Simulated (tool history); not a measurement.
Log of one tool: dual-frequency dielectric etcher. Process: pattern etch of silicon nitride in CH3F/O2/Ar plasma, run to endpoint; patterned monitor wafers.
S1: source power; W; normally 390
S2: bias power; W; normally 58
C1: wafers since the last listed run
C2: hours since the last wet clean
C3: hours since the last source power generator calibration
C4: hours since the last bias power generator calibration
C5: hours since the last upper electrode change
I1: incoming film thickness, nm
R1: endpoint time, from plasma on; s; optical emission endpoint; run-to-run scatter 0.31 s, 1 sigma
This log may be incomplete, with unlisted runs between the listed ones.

run,day,S1,S2,C1,C2,C3,C4,C5,I1,R1
1,0.000,390,58,0,455.3,2956.9,952.7,3081.4,55.9,86.0
# day 0.321: wet clean of the chamber
2,1.917,390,58,534,38.3,3002.9,998.7,3127.4,55.7,88.8
3,4.138,390,58,743,91.6,3056.2,1052.0,3180.7,55.7,88.4
4,5.479,390,58,449,123.8,3088.4,1084.2,3212.9,55.8,87.9
5,8.079,330,58,870,186.2,3150.8,1146.6,3275.3,56.1,95.1
6,9.933,330,58,620,230.7,3195.3,1191.1,3319.8,56.5,96.2
7,18.638,320,63,2915,439.6,3404.2,1400.0,3528.7,56.0,92.8
8,21.371,320,63,915,505.2,3469.8,1465.6,3594.3,56.7,93.1
9,22.733,320,63,456,537.9,3502.5,1498.3,3627.0,56.3,92.7
# day 23.192: source power generator calibrated
# day 23.967: wet clean of the chamber
10,24.504,390,58,277,12.9,31.5,1540.8,3669.5,55.9,89.1
11,26.867,390,58,791,69.6,88.2,1597.5,3726.2,55.8,88.2
12,29.683,390,58,943,137.2,155.8,1665.1,3793.8,55.9,87.9
13,31.642,390,58,655,184.2,202.8,1712.1,3840.8,56.2,87.3
# day 32.796: upper electrode replaced
14,32.817,390,58,58,212.4,231.0,1740.3,0.5,55.9,87.2
15,33.925,450,48,371,239.0,257.6,1766.9,27.1,56.0,86.5
16,35.762,390,58,615,283.1,301.7,1811.0,71.2,56.1,87.5
17,39.821,330,51,1359,380.5,399.1,1908.4,168.6,56.3,97.9
18,41.354,390,58,513,417.3,435.9,1945.2,205.4,56.3,86.9
19,43.217,360,64,623,462.0,480.6,1989.9,250.1,56.5,87.0
# day 44.621: wet clean of the chamber
# day 45.038: bias power generator calibrated
20,45.671,420,69,431,25.2,539.5,15.2,309.0,55.6,80.9
21,47.171,350,58,502,61.2,575.5,51.2,345.0,56.0,93.8
22,48.708,480,53,514,98.1,612.4,88.1,381.9,56.0,83.2
23,49.908,300,48,401,126.9,641.2,116.9,410.7,55.9,106.8
24,51.788,320,66,629,172.0,686.3,162.0,455.8,55.4,92.5
25,53.396,390,64,538,210.6,724.9,200.6,494.4,56.2,86.3
26,55.429,470,45,681,259.4,773.7,249.4,543.2,55.8,86.4
27,58.242,390,58,941,326.9,841.2,316.9,610.7,55.9,87.1
28,60.467,450,58,745,380.3,894.6,370.3,664.1,56.4,82.2

Hidden state at the last listed run before each entry between runs and at the first one after, where it differs:
Logged between run 1 and run 2: wet clean of the chamber (day 0.321)
  etch rate over this chamber's usual, %: 3.38 -> 0.726
  the result without the hidden state subtracted from the measured one, R1: -2.9 -> -0.6 s
Logged between run 9 and run 10: source power generator calibrated (day 23.192); wet clean of the chamber (day 23.967)
  etch rate over this chamber's usual, %: 4.48 -> 0.884
  the result without the hidden state subtracted from the measured one, R1: -4.1 -> -0.8 s
Logged between run 13 and run 14: upper electrode replaced (day 32.796)
  etch rate over this chamber's usual, %: 2.17 -> 2.38
  the result without the hidden state subtracted from the measured one, R1: -1.9 -> -2.1 s
Logged between run 19 and run 20: wet clean of the chamber (day 44.621); bias power generator calibrated (day 45.038)
  etch rate over this chamber's usual, %: 4.26 -> 0.0449
  the result without the hidden state subtracted from the measured one, R1: -3.7 -> -0.1 s

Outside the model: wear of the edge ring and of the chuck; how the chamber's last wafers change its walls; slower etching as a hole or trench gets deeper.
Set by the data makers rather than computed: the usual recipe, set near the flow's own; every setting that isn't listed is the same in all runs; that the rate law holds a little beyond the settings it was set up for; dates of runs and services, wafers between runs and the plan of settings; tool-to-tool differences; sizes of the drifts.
